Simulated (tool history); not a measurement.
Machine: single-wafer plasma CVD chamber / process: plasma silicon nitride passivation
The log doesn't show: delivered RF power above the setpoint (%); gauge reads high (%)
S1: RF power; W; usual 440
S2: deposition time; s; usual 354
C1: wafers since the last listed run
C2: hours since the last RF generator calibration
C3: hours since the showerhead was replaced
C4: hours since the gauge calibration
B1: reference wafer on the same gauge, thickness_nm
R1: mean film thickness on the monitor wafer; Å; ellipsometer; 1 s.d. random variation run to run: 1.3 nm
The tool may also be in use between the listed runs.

Run 1, hour 0.0: usual settings; C1 0; C2 1482.1; C3 5815.6; C4 1337.0; B1 560.916. Result: R1 4963.92 Å.
Run 2, hour 90.2: usual settings; C1 600; C2 1572.3; C3 5905.8; C4 1427.2; B1 560.871. Result: R1 4984.87 Å.
Run 3, hour 151.4: usual settings; C1 407; C2 1633.5; C3 5967.0; C4 1488.4; B1 560.714. Result: R1 4976.63 Å.
Run 4, hour 198.0: usual settings; C1 310; C2 1680.1; C3 6013.6; C4 1535.0; B1 560.825. Result: R1 4959.78 Å.
Run 5, hour 291.9: usual settings; C1 624; C2 1774.0; C3 6107.5; C4 1628.9; B1 560.854. Result: R1 4976.10 Å.
At hour 368.9: RF generator calibrated.
Run 6, hour 397.7: usual settings; C1 650; C2 28.8; C3 6213.3; C4 1734.7; B1 560.920. Result: R1 5051.75 Å.
Run 7, hour 450.8: usual settings but S2 409 s; C1 353; C2 81.9; C3 6266.4; C4 1787.8; B1 560.780. Result: R1 5780.69 Å.
Run 8, hour 498.8: usual settings but S2 409 s; C1 319; C2 129.9; C3 6314.4; C4 1835.8; B1 561.040. Result: R1 5804.94 Å.
Run 9, hour 541.5: usual settings; C1 284; C2 172.6; C3 6357.1; C4 1878.5; B1 561.213. Result: R1 5054.21 Å.
Run 10, hour 635.1: usual settings; C1 622; C2 266.2; C3 6450.7; C4 1972.1; B1 560.938. Result: R1 5022.43 Å.
Run 11, hour 685.5: usual settings; C1 335; C2 316.6; C3 6501.1; C4 2022.5; B1 561.177. Result: R1 5034.58 Å.
Run 12, hour 791.0: usual settings; C1 701; C2 422.1; C3 6606.6; C4 2128.0; B1 560.883. Result: R1 5020.77 Å.
Run 13, hour 841.7: usual settings; C1 337; C2 472.8; C3 6657.3; C4 2178.7; B1 560.934. Result: R1 5035.03 Å.
Run 14, hour 947.8: usual settings; C1 705; C2 578.9; C3 6763.4; C4 2284.8; B1 561.099. Result: R1 5038.98 Å.
Run 15, hour 987.7: usual settings; C1 265; C2 618.8; C3 6803.3; C4 2324.7; B1 561.028. Result: R1 5017.26 Å.
At hour 1049.0: showerhead replaced.
Run 16, hour 1053.4: usual settings; C1 383; C2 684.5; C3 4.4; C4 2390.4; B1 560.933. Result: R1 5006.76 Å.
Run 17, hour 1124.3: usual settings but S1 495 W; C1 471; C2 755.4; C3 75.3; C4 2461.3; B1 560.655. Result: R1 5226.44 Å.
Run 18, hour 1199.6: usual settings but S1 495 W; C1 500; C2 830.7; C3 150.6; C4 2536.6; B1 560.694. Result: R1 5209.14 Å.
Run 19, hour 1307.0: usual settings; C1 714; C2 938.1; C3 258.0; C4 2644.0; B1 561.316. Result: R1 4990.15 Å.
Run 20, hour 1411.8: usual settings; C1 697; C2 1042.9; C3 362.8; C4 2748.8; B1 560.962. Result: R1 4981.29 Å.
Run 21, hour 1478.6: usual settings; C1 444; C2 1109.7; C3 429.6; C4 2815.6; B1 561.126. Result: R1 5005.37 Å.
Run 22, hour 1576.0: usual settings but S1 380 W, S2 333 s; C1 648; C2 1207.1; C3 527.0; C4 2913.0; B1 560.614. Result: R1 4456.06 Å.
Run 23, hour 1643.3: usual settings; C1 447; C2 1274.4; C3 594.3; C4 2980.3; B1 560.939. Result: R1 4974.08 Å.
Run 24, hour 1718.7: usual settings but S1 470 W, S2 383 s; C1 501; C2 1349.8; C3 669.7; C4 3055.7; B1 560.991. Result: R1 5524.00 Å.
Run 25, hour 1768.0: usual settings but S1 355 W, S2 377 s; C1 327; C2 1399.1; C3 719.0; C4 3105.0; B1 560.831. Result: R1 4925.52 Å.
At hour 1789.9: gauge calibrated.
Run 26, hour 1839.7: usual settings; C1 477; C2 1470.8; C3 790.7; C4 49.8; B1 560.969. Result: R1 4968.55 Å.
Run 27, hour 1907.7: usual settings but S1 400 W, S2 308 s; C1 452; C2 1538.8; C3 858.7; C4 117.8; B1 561.030. Result: R1 4199.78 Å.
Run 28, hour 1956.4: usual settings but S1 465 W, S2 410 s; C1 324; C2 1587.5; C3 907.4; C4 166.5; B1 560.762. Result: R1 5877.87 Å.
At hour 2051.4: RF generator calibrated.
Run 29, hour 2051.9: usual settings; C1 582; C2 0.5; C3 1002.9; C4 262.0; B1 560.926. Result: R1 5046.74 Å.
Run 30, hour 2092.1: usual settings; C1 267; C2 40.7; C3 1043.1; C4 302.2; B1 561.071. Result: R1 5015.97 Å.
Run 31, hour 2195.7: usual settings but S1 525 W, S2 386 s; C1 689; C2 144.3; C3 1146.7; C4 405.8; B1 560.807. Result: R1 5845.90 Å.
Run 32, hour 2261.5: usual settings but S1 485 W; C1 437; C2 210.1; C3 1212.5; C4 471.6; B1 560.841. Result: R1 5207.75 Å.
Run 33, hour 2334.8: usual settings but S1 360 W, S2 384 s; C1 487; C2 283.4; C3 1285.8; C4 544.9; B1 560.992. Result: R1 5068.28 Å.
Run 34, hour 2398.8: usual settings but S1 380 W; C1 425; C2 347.4; C3 1349.8; C4 608.9; B1 560.797. Result: R1 4770.01 Å.
Run 35, hour 2493.0: usual settings but S1 370 W, S2 327 s; C1 626; C2 441.6; C3 1444.0; C4 703.1; B1 560.769. Result: R1 4357.12 Å.
Run 36, hour 2543.8: usual settings; C1 337; C2 492.4; C3 1494.8; C4 753.9; B1 561.041. Result: R1 5021.98 Å.
Run 37, hour 2590.4: usual settings but S1 385 W; C1 310; C2 539.0; C3 1541.4; C4 800.5; B1 561.248. Result: R1 4764.22 Å.
Run 38, hour 2639.5: usual settings but S1 520 W, S2 410 s; C1 326; C2 588.1; C3 1590.5; C4 849.6; B1 560.869. Result: R1 6136.36 Å.
Run 39, hour 2700.9: usual settings; C1 408; C2 649.5; C3 1651.9; C4 911.0; B1 560.746. Result: R1 5007.30 Å.
Run 40, hour 2765.6: usual settings but S1 365 W, S2 314 s; C1 430; C2 714.2; C3 1716.6; C4 975.7; B1 560.954. Result: R1 4140.71 Å.
Run 41, hour 2835.8: usual settings but S1 505 W, S2 324 s; C1 467; C2 784.4; C3 1786.8; C4 1045.9; B1 561.260. Result: R1 4834.55 Å.
Run 42, hour 2899.7: usual settings but S1 415 W; C1 425; C2 848.3; C3 1850.7; C4 1109.8; B1 561.177. Result: R1 4898.26 Å.

Had the tool no unlogged condition, and each run kept its random variation, what would the results have been?
run       R1
  1  5025.88
  2  5050.68
  3  5044.77
  4  5029.53
  5  5049.83
  6  5054.67
  7  5786.35
  8  5812.74
  9  5062.63
 10  5034.38
 11  5048.49
 12  5038.69
 13  5054.96
 14  5063.03
 15  5042.74
 16  5034.72
 17  5258.50
 18  5244.14
 19  5027.84
 20  5022.98
 21  5049.88
 22  4499.09
 23  5024.74
 24  5583.55
 25  4980.53
 26  5026.87
 27  4251.35
 28  5952.31
 29  5054.06
 30  5024.77
 31  5860.76
 32  5223.61
 33  5086.55
 34  4789.55
 35  4378.13
 36  5048.16
 37  4790.76
 38  6172.87
 39  5039.48
 40  4169.39
 41  4870.67
 42  4937.30

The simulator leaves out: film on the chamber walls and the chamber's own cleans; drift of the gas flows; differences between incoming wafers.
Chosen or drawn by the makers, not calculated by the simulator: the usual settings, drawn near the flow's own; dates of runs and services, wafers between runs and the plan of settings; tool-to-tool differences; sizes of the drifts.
